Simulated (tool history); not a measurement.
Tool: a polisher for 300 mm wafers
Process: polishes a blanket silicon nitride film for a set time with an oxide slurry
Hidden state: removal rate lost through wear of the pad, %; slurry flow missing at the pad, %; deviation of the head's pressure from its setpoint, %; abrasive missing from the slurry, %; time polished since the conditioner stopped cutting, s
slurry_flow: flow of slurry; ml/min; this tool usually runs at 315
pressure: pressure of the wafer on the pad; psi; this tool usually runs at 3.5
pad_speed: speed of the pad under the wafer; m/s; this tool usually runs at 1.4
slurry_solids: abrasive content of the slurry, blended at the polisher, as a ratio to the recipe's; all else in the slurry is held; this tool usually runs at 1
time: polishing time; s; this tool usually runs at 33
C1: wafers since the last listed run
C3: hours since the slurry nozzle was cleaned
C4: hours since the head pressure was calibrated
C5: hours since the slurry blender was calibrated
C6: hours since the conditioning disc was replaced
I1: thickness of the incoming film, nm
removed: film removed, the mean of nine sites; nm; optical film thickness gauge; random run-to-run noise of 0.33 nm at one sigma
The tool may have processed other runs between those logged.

{"run": 1, "hour": 0.0, "slurry_flow": 315, "pressure": 3.5, "pad_speed": 1.4, "slurry_solids": 1, "time": 33, "C1": 0, "wafers polished on this pad": 593, "C3": 128, "C4": 615.6, "C5": 190.9, "C6": 63.8, "I1": 452.8, "removed": 28.8}
{"run": 2, "hour": 8.0, "slurry_flow": 315, "pressure": 3.5, "pad_speed": 1.4, "slurry_solids": 1, "time": 33, "C1": 114, "wafers polished on this pad": 708, "C3": 136, "C4": 623.6, "C5": 198.9, "C6": 71.8, "I1": 456.8, "removed": 28.1}
{"run": 3, "hour": 25.7, "slurry_flow": 315, "pressure": 3.5, "pad_speed": 1.4, "slurry_solids": 1, "time": 33, "C1": 253, "wafers polished on this pad": 961, "C3": 153.7, "C4": 641.3, "C5": 216.6, "C6": 89.5, "I1": 442.7, "removed": 28.2}
{"hour": 41.1, "done": "worn pad replaced by a new one"}
{"run": 4, "hour": 41.7, "slurry_flow": 315, "pressure": 3.5, "pad_speed": 1.4, "slurry_solids": 1, "time": 33, "C1": 171, "wafers polished on this pad": 9, "C3": 169.7, "C4": 657.3, "C5": 232.6, "C6": 105.5, "I1": 448.2, "removed": 28}
{"run": 5, "hour": 54.2, "slurry_flow": 395, "pressure": 3.5, "pad_speed": 1.4, "slurry_solids": 1, "time": 33, "C1": 178, "wafers polished on this pad": 187, "C3": 182.2, "C4": 669.8, "C5": 245.1, "C6": 118, "I1": 448.7, "removed": 28.4}
{"run": 6, "hour": 66.5, "slurry_flow": 395, "pressure": 3.5, "pad_speed": 1.4, "slurry_solids": 1, "time": 33, "C1": 175, "wafers polished on this pad": 363, "C3": 194.5, "C4": 682.1, "C5": 257.4, "C6": 130.3, "I1": 447.4, "removed": 27.9}
{"run": 7, "hour": 78.8, "slurry_flow": 315, "pressure": 3.5, "pad_speed": 1.4, "slurry_solids": 1, "time": 33, "C1": 175, "wafers polished on this pad": 539, "C3": 206.8, "C4": 694.4, "C5": 269.7, "C6": 142.6, "I1": 442, "removed": 28}
{"run": 8, "hour": 96.0, "slurry_flow": 315, "pressure": 3.5, "pad_speed": 1.4, "slurry_solids": 1, "time": 33, "C1": 245, "wafers polished on this pad": 785, "C3": 224, "C4": 711.6, "C5": 286.9, "C6": 159.8, "I1": 442.3, "removed": 28.1}
{"run": 9, "hour": 102.1, "slurry_flow": 315, "pressure": 3.5, "pad_speed": 1.4, "slurry_solids": 1, "time": 33, "C1": 87, "wafers polished on this pad": 872, "C3": 230.1, "C4": 717.7, "C5": 293, "C6": 165.9, "I1": 439.3, "removed": 27.8}
{"hour": 122.2, "done": "worn pad replaced by a new one"}
{"run": 10, "hour": 132.0, "slurry_flow": 315, "pressure": 3.5, "pad_speed": 1.4, "slurry_solids": 1, "time": 33, "C1": 370, "wafers polished on this pad": 139, "C3": 260, "C4": 747.6, "C5": 322.9, "C6": 195.8, "I1": 449.1, "removed": 27.6}
{"hour": 138.9, "done": "conditioning disc replaced and pad reconditioned"}
{"run": 11, "hour": 139.4, "slurry_flow": 315, "pressure": 3.5, "pad_speed": 1.4, "slurry_solids": 1, "time": 33, "C1": 77, "wafers polished on this pad": 216, "C3": 267.4, "C4": 755, "C5": 330.3, "C6": 0.5, "I1": 450.1, "removed": 27.4}
{"run": 12, "hour": 149.1, "slurry_flow": 315, "pressure": 3.5, "pad_speed": 1.4, "slurry_solids": 1, "time": 33, "C1": 138, "wafers polished on this pad": 355, "C3": 277.1, "C4": 764.7, "C5": 340, "C6": 10.2, "I1": 445.4, "removed": 27.4}
{"run": 13, "hour": 164.5, "slurry_flow": 315, "pressure": 3.5, "pad_speed": 1.24, "slurry_solids": 1, "time": 38, "C1": 220, "wafers polished on this pad": 575, "C3": 292.5, "C4": 780.1, "C5": 355.4, "C6": 25.6, "I1": 450.8, "removed": 28.3}
{"run": 14, "hour": 178.2, "slurry_flow": 315, "pressure": 3.5, "pad_speed": 1.08, "slurry_solids": 0.75, "time": 38, "C1": 195, "wafers polished on this pad": 771, "C3": 306.2, "C4": 793.8, "C5": 369.1, "C6": 39.3, "I1": 456.7, "removed": 21.8}
{"hour": 181.5, "done": "head pressure recalibrated"}
{"run": 15, "hour": 193.6, "slurry_flow": 315, "pressure": 3.5, "pad_speed": 1.4, "slurry_solids": 1, "time": 33, "C1": 191, "wafers polished on this pad": 963, "C3": 321.6, "C4": 12.1, "C5": 384.5, "C6": 54.7, "I1": 452, "removed": 27.5}
{"hour": 205.5, "done": "worn pad replaced by a new one"}
{"run": 16, "hour": 206.0, "slurry_flow": 315, "pressure": 2.9, "pad_speed": 1.4, "slurry_solids": 1, "time": 39, "C1": 120, "wafers polished on this pad": 6, "C3": 334, "C4": 24.5, "C5": 396.9, "C6": 67.1, "I1": 451.8, "removed": 26.6}
{"hour": 213.5, "done": "slurry nozzle cleaned"}
{"hour": 217.0, "done": "slurry blender recalibrated"}
{"run": 17, "hour": 217.5, "slurry_flow": 210, "pressure": 2.7, "pad_speed": 1.24, "slurry_solids": 0.9, "time": 33, "C1": 121, "wafers polished on this pad": 128, "C3": 4, "C4": 36, "C5": 0.5, "C6": 78.6, "I1": 449.3, "removed": 18.2}
{"run": 18, "hour": 222.2, "slurry_flow": 275, "pressure": 3.5, "pad_speed": 1.64, "slurry_solids": 1, "time": 33, "C1": 67, "wafers polished on this pad": 195, "C3": 8.7, "C4": 40.7, "C5": 5.2, "C6": 83.3, "I1": 456.5, "removed": 32.1}
{"run": 19, "hour": 233.8, "slurry_flow": 315, "pressure": 3.5, "pad_speed": 1.4, "slurry_solids": 1, "time": 33, "C1": 165, "wafers polished on this pad": 361, "C3": 20.3, "C4": 52.3, "C5": 16.8, "C6": 94.9, "I1": 450.7, "removed": 28.2}
{"run": 20, "hour": 246.7, "slurry_flow": 225, "pressure": 4.4, "pad_speed": 1, "slurry_solids": 1, "time": 33, "C1": 184, "wafers polished on this pad": 545, "C3": 33.2, "C4": 65.2, "C5": 29.7, "C6": 107.8, "I1": 440.1, "removed": 26.3}
{"run": 21, "hour": 262.8, "slurry_flow": 315, "pressure": 2.9, "pad_speed": 1.4, "slurry_solids": 1, "time": 39, "C1": 230, "wafers polished on this pad": 775, "C3": 49.3, "C4": 81.3, "C5": 45.8, "C6": 123.9, "I1": 445.1, "removed": 27.3}
{"hour": 272.9, "done": "worn pad replaced by a new one"}
{"run": 22, "hour": 274.0, "slurry_flow": 375, "pressure": 3.5, "pad_speed": 1.16, "slurry_solids": 1, "time": 25, "C1": 102, "wafers polished on this pad": 16, "C3": 60.5, "C4": 92.5, "C5": 57, "C6": 135.1, "I1": 450.7, "removed": 19.2}

Branching from run 22: 5 alternative next runs. What would each branch give?
{"run": "A", "hour": 274.4, "slurry_flow": 315, "pressure": 3.5, "pad_speed": 1.4, "slurry_solids": 1.2, "time": 33, "C1": 5, "wafers polished on this pad": 21, "C3": 60.9, "C4": 92.9, "C5": 57.4, "C6": 135.5, "I1": 442.5, "removed": "?"}
{"run": "B", "hour": 274.4, "slurry_flow": 315, "pressure": 3.5, "pad_speed": 1.1, "slurry_solids": 1.2, "time": 43, "C1": 5, "wafers polished on this pad": 21, "C3": 60.9, "C4": 92.9, "C5": 57.4, "C6": 135.5, "I1": 442.5, "removed": "?"}
{"run": "C", "hour": 274.4, "slurry_flow": 230, "pressure": 4.7, "pad_speed": 1.4, "slurry_solids": 1.25, "time": 22, "C1": 5, "wafers polished on this pad": 21, "C3": 60.9, "C4": 92.9, "C5": 57.4, "C6": 135.5, "I1": 442.5, "removed": "?"}
{"run": "D", "hour": 274.4, "slurry_flow": 395, "pressure": 3.5, "pad_speed": 1.4, "slurry_solids": 1, "time": 22, "C1": 5, "wafers polished on this pad": 21, "C3": 60.9, "C4": 92.9, "C5": 57.4, "C6": 135.5, "I1": 442.5, "removed": "?"}
{"run": "E", "hour": 274.4, "slurry_flow": 395, "pressure": 3.5, "pad_speed": 1.64, "slurry_solids": 1, "time": 24, "C1": 5, "wafers polished on this pad": 21, "C3": 60.9, "C4": 92.9, "C5": 57.4, "C6": 135.5, "I1": 442.5, "removed": "?"}

run=A removed=30.9
run=B removed=33.2
run=C removed=27.2
run=D removed=19.3
run=E removed=24
Without the tool's unlogged condition, the same runs would have read:
run=A removed=31.2
run=B removed=33.5
run=C removed=27.5
run=D removed=19.5
run=E removed=24.1

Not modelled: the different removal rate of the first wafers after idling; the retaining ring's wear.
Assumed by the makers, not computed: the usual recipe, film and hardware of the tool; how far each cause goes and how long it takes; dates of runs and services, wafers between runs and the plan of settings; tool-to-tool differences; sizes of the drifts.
